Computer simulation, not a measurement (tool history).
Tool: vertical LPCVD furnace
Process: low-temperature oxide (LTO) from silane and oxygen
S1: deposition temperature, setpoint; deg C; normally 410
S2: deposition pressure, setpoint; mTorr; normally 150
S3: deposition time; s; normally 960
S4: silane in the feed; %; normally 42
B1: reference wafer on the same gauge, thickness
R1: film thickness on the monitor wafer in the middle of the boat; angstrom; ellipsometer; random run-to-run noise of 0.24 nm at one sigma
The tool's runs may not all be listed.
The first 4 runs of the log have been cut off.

run	hour	S1	S2	S3	S4	B1	R1
5	49	415	150	960	38	121.08	1178.6
6	66.9	415	150	960	38	120.93	1181.9
7	73.2	415	150	960	38	121.07	1178.9
8	85.2	410	150	1200	47	120.85	1746.2
9	101.7	410	150	1200	47	120.97	1753.2
10	117.2	410	150	1200	47	120.96	1755.4
# hour 147: pressure gauge zeroed
11	147.5	410	150	960	42	121.08	1254.5
12	151.4	410	150	960	42	121.04	1257.1
13	155.3	410	150	960	42	121.03	1254.3
14	166.6	410	150	960	36	120.96	1050
15	178.8	410	150	960	36	121	1051
# hour 207.4: silane flow controller replaced
16	207.9	410	150	960	38	120.99	1120.7
17	211.8	405	115	960	42	121.01	914.4
18	216.1	410	150	960	42	120.85	1259.4
19	229.2	400	135	1110	42	120.96	1179.9
# hour 230.2: gauge calibrated
20	236.8	410	150	960	42	120.98	1257.9
21	254.2	416	185	1230	46	120.92	2307.8
22	267.6	410	150	960	42	121.12	1258.9
23	283	414	150	810	38	121.07	990.5
# hour 315.9: thermocouples replaced and temperature profile calibrated
24	320.7	410	150	660	42	121.11	824.1
25	334.9	410	150	960	42	121.09	1197.9
26	344.4	420	135	660	50	120.97	967.7
27	351	399	150	810	42	120.9	903.8

What does the tool deliver on the next run?
28	365	399	150	1170	42	?	?

Run 28 yielded B1 121.05, R1 1303.3 angstrom.
With the hidden condition absent and the run-to-run variation left alone, this run would have shown R1 1297.8 angstrom.
